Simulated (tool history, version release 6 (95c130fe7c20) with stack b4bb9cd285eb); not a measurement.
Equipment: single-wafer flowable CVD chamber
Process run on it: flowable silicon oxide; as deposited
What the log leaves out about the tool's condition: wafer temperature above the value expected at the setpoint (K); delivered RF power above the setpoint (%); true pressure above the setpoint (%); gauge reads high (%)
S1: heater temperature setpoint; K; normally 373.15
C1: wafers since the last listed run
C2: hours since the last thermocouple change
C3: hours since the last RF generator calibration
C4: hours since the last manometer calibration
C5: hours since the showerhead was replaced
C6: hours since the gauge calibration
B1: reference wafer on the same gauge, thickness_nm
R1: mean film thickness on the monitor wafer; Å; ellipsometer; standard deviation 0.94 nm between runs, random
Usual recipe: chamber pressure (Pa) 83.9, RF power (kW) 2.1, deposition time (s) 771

Run 1, day 0: usual settings but S1 369.15 K; C1 0; C2 2733.1; C3 1362.7; C4 409.2; C5 4503; C6 428.5; B1 428.708. Result: R1 3891.25 Å.
Run 2, day 1.388: usual settings but chamber pressure (Pa) 96.5; C1 84; C2 2766.4; C3 1396; C4 442.5; C5 4536.3; C6 461.8; B1 428.786. Result: R1 3815.38 Å.
Run 3, day 2.558: usual settings but chamber pressure (Pa) 96.5; C1 71; C2 2794.5; C3 1424.1; C4 470.6; C5 4564.4; C6 489.9; B1 429.117. Result: R1 3839.36 Å.
Run 4, day 3.296: usual settings; C1 44; C2 2812.2; C3 1441.8; C4 488.3; C5 4582.1; C6 507.6; B1 428.981. Result: R1 3308.72 Å.
Run 5, day 3.8: usual settings; C1 30; C2 2824.3; C3 1453.9; C4 500.4; C5 4594.2; C6 519.7; B1 429.275. Result: R1 3307.7 Å.
Run 6, day 4.304: usual settings; C1 30; C2 2836.4; C3 1466; C4 512.5; C5 4606.3; C6 531.8; B1 429.079. Result: R1 3318.61 Å.
Run 7, day 4.842: usual settings; C1 32; C2 2849.3; C3 1478.9; C4 525.4; C5 4619.2; C6 544.7; B1 429.255. Result: R1 3308.25 Å.
Run 8, day 6.138: usual settings; C1 78; C2 2880.4; C3 1510; C4 556.5; C5 4650.3; C6 575.8; B1 429.129. Result: R1 3287.6 Å.
At day 7.471: RF generator calibrated.
Run 9, day 7.512: usual settings; C1 63; C2 2913.4; C3 1; C4 589.5; C5 4683.3; C6 608.8; B1 428.873. Result: R1 3296.31 Å.
At day 8.583: thermocouple changed; heater temperature recalibrated.
Run 10, day 8.871: usual settings; C1 62; C2 6.9; C3 33.6; C4 622.1; C5 4715.9; C6 641.4; B1 428.869. Result: R1 3631.96 Å.
Run 11, day 9.962: usual settings; C1 66; C2 33.1; C3 59.8; C4 648.3; C5 4742.1; C6 667.6; B1 428.852. Result: R1 3622.54 Å.
Run 12, day 10.946: usual settings; C1 59; C2 56.7; C3 83.4; C4 671.9; C5 4765.7; C6 691.2; B1 428.94. Result: R1 3628.99 Å.
Run 13, day 12.446: usual settings; C1 91; C2 92.7; C3 119.4; C4 707.9; C5 4801.7; C6 727.2; B1 429.019. Result: R1 3625.2 Å.
At day 13.1: gauge calibrated.
Run 14, day 13.433: usual settings; C1 59; C2 116.4; C3 143.1; C4 731.6; C5 4825.4; C6 8; B1 428.833. Result: R1 3621.04 Å.
Run 15, day 14.012: usual settings; C1 35; C2 130.3; C3 157; C4 745.5; C5 4839.3; C6 21.9; B1 428.706. Result: R1 3604.54 Å.
Run 16, day 14.954: usual settings but S1 377.15 K, RF power (kW) 1.885; C1 57; C2 152.9; C3 179.6; C4 768.1; C5 4861.9; C6 44.5; B1 428.816. Result: R1 2974.88 Å.
Run 17, day 16.233: usual settings; C1 77; C2 183.6; C3 210.3; C4 798.8; C5 4892.6; C6 75.2; B1 429.235. Result: R1 3601.81 Å.
Run 18, day 16.888: usual settings but S1 361.15 K, chamber pressure (Pa) 102, RF power (kW) 1.87, deposition time (s) 668; C1 39; C2 199.3; C3 226; C4 814.5; C5 4908.3; C6 90.9; B1 429.001. Result: R1 5661.33 Å.
Run 19, day 17.833: usual settings but S1 379.15 K, deposition time (s) 704; C1 57; C2 222; C3 248.7; C4 837.2; C5 4931; C6 113.6; B1 428.787. Result: R1 2610.85 Å.
Run 20, day 18.883: usual settings but S1 361.15 K, chamber pressure (Pa) 102, RF power (kW) 1.87, deposition time (s) 668; C1 63; C2 247.2; C3 273.9; C4 862.4; C5 4956.2; C6 138.8; B1 429.269. Result: R1 5649.57 Å.
At day 19.779: showerhead replaced.
Run 21, day 20.117: usual settings but chamber pressure (Pa) 97.3, RF power (kW) 2.395, deposition time (s) 892; C1 54; C2 276.8; C3 303.5; C4 892; C5 8.1; C6 168.4; B1 429.004. Result: R1 4976.88 Å.
At day 21.242: capacitance manometer re-zeroed and calibrated.
Run 22, day 21.262: usual settings but S1 364.15 K, RF power (kW) 2.31; C1 49; C2 304.3; C3 331; C4 0.5; C5 35.6; C6 195.9; B1 428.89. Result: R1 5237.89 Å.
Run 23, day 22.508: usual settings but chamber pressure (Pa) 92.7, deposition time (s) 620; C1 75; C2 334.2; C3 360.9; C4 30.4; C5 65.5; C6 225.8; B1 429.249. Result: R1 3249.99 Å.
Run 24, day 23.725: usual settings but S1 378.15 K, chamber pressure (Pa) 91.3, deposition time (s) 922; C1 73; C2 363.4; C3 390.1; C4 59.6; C5 94.7; C6 255; B1 429.044. Result: R1 3901.6 Å.
Run 25, day 24.871: usual settings; C1 69; C2 390.9; C3 417.6; C4 87.1; C5 122.2; C6 282.5; B1 428.699. Result: R1 3638.83 Å.
Run 26, day 25.438: usual settings but deposition time (s) 663; C1 34; C2 404.5; C3 431.2; C4 100.7; C5 135.8; C6 296.1; B1 429.33. Result: R1 3128.05 Å.
Run 27, day 26.738: usual settings; C1 78; C2 435.7; C3 462.4; C4 131.9; C5 167; C6 327.3; B1 428.897. Result: R1 3639.51 Å.
Run 28, day 27.242: usual settings but S1 367.15 K, chamber pressure (Pa) 98.3, RF power (kW) 1.7, deposition time (s) 646; C1 30; C2 447.8; C3 474.5; C4 144; C5 179.1; C6 339.4; B1 428.947. Result: R1 4087.28 Å.

Hidden state at the last listed run before each entry between runs and at the first one after, where it differs:
Run 8 -> run 9: RF generator calibrated (day 7.471)
  wafer temperature above the value expected at the setpoint (K): 2.42 -> 2.45; true pressure above the setpoint (%): -0.904 -> -0.993
  the result without the hidden state subtracted from the measured one, R1: -355.8 -> -363.37 Å
Run 9 -> run 10: thermocouple changed; heater temperature recalibrated (day 8.583)
  wafer temperature above the value expected at the setpoint (K): 2.45 -> -0.147; true pressure above the setpoint (%): -0.993 -> -1.09
  the result without the hidden state subtracted from the measured one, R1: -363.37 -> -19.83 Å
Run 13 -> run 14: gauge calibrated (day 13.1)
  wafer temperature above the value expected at the setpoint (K): -0.0842 -> -0.0669; true pressure above the setpoint (%): -1.35 -> -1.43
  the result without the hidden state subtracted from the measured one, R1: -38.03 -> -43.26 Å
Run 20 -> run 21: showerhead replaced (day 19.779)
  wafer temperature above the value expected at the setpoint (K): 0.0284 -> 0.05; true pressure above the setpoint (%): -1.92 -> -2.05
  the result without the hidden state subtracted from the measured one, R1: -115.19 -> -113.01 Å
Run 21 -> run 22: capacitance manometer re-zeroed and calibrated (day 21.242)
  wafer temperature above the value expected at the setpoint (K): 0.05 -> 0.0701; true pressure above the setpoint (%): -2.05 -> 0.141
  the result without the hidden state subtracted from the measured one, R1: -113.01 -> -4.84 Å

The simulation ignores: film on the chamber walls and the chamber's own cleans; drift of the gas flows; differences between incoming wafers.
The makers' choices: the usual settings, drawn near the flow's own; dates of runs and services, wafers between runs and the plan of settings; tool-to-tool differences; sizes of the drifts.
